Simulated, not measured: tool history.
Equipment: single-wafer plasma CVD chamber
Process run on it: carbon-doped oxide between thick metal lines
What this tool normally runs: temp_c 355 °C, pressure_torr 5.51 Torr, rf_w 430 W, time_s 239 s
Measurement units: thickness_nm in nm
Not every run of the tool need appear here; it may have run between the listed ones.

run	day	temp_c	pressure_torr	rf_w	time_s	read-back reference wafer on the same gauge, thickness_nm	thickness_nm
1	0.000	355	5.51	470	239	1189.365	1092.697
# day 0.342: gauge calibrated
2	1.633	355	5.51	470	239	1190.844	1087.497
3	3.392	355	5.51	470	239	1190.416	1086.017
4	6.071	355	5.51	430	239	1189.228	1029.146
5	9.800	355	5.51	430	239	1190.814	1025.934
6	14.000	355	5.51	430	274	1190.280	1169.150
7	17.904	355	5.51	430	274	1189.916	1163.324
8	21.121	355	5.51	430	274	1189.118	1167.280
# day 21.850: showerhead replaced
# day 22.192: RF generator calibrated
# day 22.292: thermocouple changed; heater temperature recalibrated
9	24.608	355	5.51	495	251	1190.656	1211.122
10	27.475	346	5.12	465	280	1189.268	1300.702
# day 28.438: gauge calibrated
11	29.721	355	5.51	430	239	1189.578	1059.933
# day 32.021: capacitance manometer re-zeroed and calibrated
12	32.075	355	5.51	430	239	1190.119	1054.581
13	33.925	355	5.51	430	239	1189.590	1058.804
14	37.846	355	5.51	430	265	1189.823	1165.944
15	40.125	355	6.07	405	239	1190.087	1031.134
16	41.850	345	5.51	385	211	1189.358	886.310
17	43.954	368	4.88	510	239	1190.356	1098.366

Forecast run 18:
18	46.492	368	5.51	430	239	?	?

read-back reference wafer on the same gauge, thickness_nm: 1190.703
thickness_nm: 1022.721 nm
Minus the tool's unlogged condition, the same run would have read thickness_nm 1034.042 nm.
